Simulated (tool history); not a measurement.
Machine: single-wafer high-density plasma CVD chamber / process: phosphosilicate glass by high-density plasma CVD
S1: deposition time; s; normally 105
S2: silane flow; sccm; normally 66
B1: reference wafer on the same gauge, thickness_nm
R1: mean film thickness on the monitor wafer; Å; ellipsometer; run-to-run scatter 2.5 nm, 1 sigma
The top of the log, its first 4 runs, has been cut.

| run | day | S1 | S2 | B1 | R1 |
|---|---|---|---|---|---|
| 5 | 8.458 | 105 | 66 | 679.050 | 6294.91 |
| 6 | 10.183 | 105 | 66 | 679.370 | 6284.59 |
| 7 | 11.733 | 105 | 66 | 678.977 | 6370.09 |
| 8 | 13.367 | 105 | 66 | 679.063 | 6331.06 |
| 9 | 15.608 | 105 | 74 | 678.883 | 7006.53 |
| 10 | 16.867 | 105 | 74 | 679.109 | 6981.92 |
| 11 | 18.983 | 105 | 66 | 678.738 | 6353.72 |
| 12 | 20.592 | 105 | 66 | 679.545 | 6308.51 |
| 13 | 23.233 | 105 | 66 | 679.587 | 6351.38 |
| 14 | 24.900 | 105 | 66 | 679.176 | 6327.96 |
| 15 | 27.488 | 105 | 66 | 678.818 | 6366.77 |
| 16 | 28.888 | 105 | 66 | 679.297 | 6323.82 |
|  | 30.662 | silane flow controller replaced |
| 17 | 31.725 | 105 | 66 | 680.296 | 6365.31 |
| 18 | 33.338 | 115 | 66 | 679.582 | 6993.15 |
| 19 | 36.038 | 105 | 57 | 679.502 | 5584.71 |
|  | 37.104 | gauge calibrated |
| 20 | 38.588 | 105 | 74 | 678.714 | 7005.11 |
| 21 | 39.633 | 93 | 77 | 678.998 | 6437.72 |
| 22 | 41.992 | 117 | 56 | 678.747 | 6142.13 |
| 23 | 43.938 | 105 | 55 | 679.632 | 5410.59 |
| 24 | 45.112 | 105 | 62 | 678.573 | 6005.80 |
| 25 | 47.275 | 105 | 66 | 680.081 | 6278.55 |
| 26 | 49.425 | 126 | 76 | 678.522 | 8634.63 |

For run 27, what comes out?
| 27 | 51.950 | 105 | 66 | ? | ? |

{"run 27": {"B1": 679.59, "R1": 6393.45}}
The same run, on a tool lacking any hidden state, would have yielded R1 6393.45 Å.
